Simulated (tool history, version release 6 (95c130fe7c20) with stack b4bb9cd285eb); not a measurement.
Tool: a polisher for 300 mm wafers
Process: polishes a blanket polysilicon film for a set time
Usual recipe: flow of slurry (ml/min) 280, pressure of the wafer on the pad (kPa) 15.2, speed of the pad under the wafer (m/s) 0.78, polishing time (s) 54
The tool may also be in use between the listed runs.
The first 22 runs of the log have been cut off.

run	day	flow of slurry (ml/min)	pressure of the wafer on the pad (kPa)	speed of the pad under the wafer (m/s)	polishing time (s)	wafers since the last listed run	wafers polished on this pad	hours since the slurry nozzle was cleaned	hours since the head pressure was calibrated	incoming thickness of the incoming film, nm	film removed (Å)
23	69.700	280	15.2	0.78	54	626	2453	115.0	771.6	908.2	2447
24	72.471	280	15.2	0.78	41	422	2876	181.5	838.1	914.2	1895
25	74.838	240	15.2	0.78	54	361	3237	238.3	894.9	931.1	2394
26	76.592	280	15.2	0.78	54	267	3504	280.4	937.0	919.5	2374
27	78.188	215	15.2	0.96	54	243	3748	318.7	975.3	919.2	2679
28	81.188	280	15.2	0.60	43	457	4206	390.7	1047.3	940.4	1656
29	82.729	280	15.2	0.78	54	235	4441	427.7	1084.3	930.0	2390
# day 84.838: worn pad replaced by a new one
30	85.192	280	15.2	0.78	54	350	53	486.8	1143.4	931.2	2375
31	89.179	280	15.2	0.78	54	608	662	582.5	1239.1	931.9	2349
32	92.529	190	11.7	0.88	54	511	1173	662.9	1319.5	938.5	2017
# day 97.067: slurry nozzle cleaned
33	98.542	245	13.1	0.92	65	910	2084	35.4	1463.8	934.3	2688
# day 100.754: head pressure recalibrated
34	102.208	280	15.2	0.78	45	546	2631	123.4	34.9	945.2	2085
35	106.342	370	19.3	0.94	71	630	3261	222.6	134.1	940.3	4536
36	108.183	355	11.7	0.78	54	280	3542	266.8	178.3	938.0	2126
# day 109.567: worn pad replaced by a new one
37	110.688	280	17.9	0.68	54	356	170	326.9	238.4	927.7	2643

Forecast each of these 4 alternatives for the next run:
A	110.704	280	15.2	0.78	54	2	173	327.3	238.8	944.0	?
B	110.704	280	10.3	0.78	65	2	173	327.3	238.8	944.0	?
C	110.704	325	15.2	1.04	42	2	173	327.3	238.8	944.0	?
D	110.704	360	15.2	0.90	54	2	173	327.3	238.8	944.0	?

run	film removed (Å)
A	2579
B	2369
C	2435
D	2871
With the hidden condition removed and each run's random variation left untouched, the same runs would have given:
run	film removed (Å)
A	2592
B	2381
C	2448
D	2886
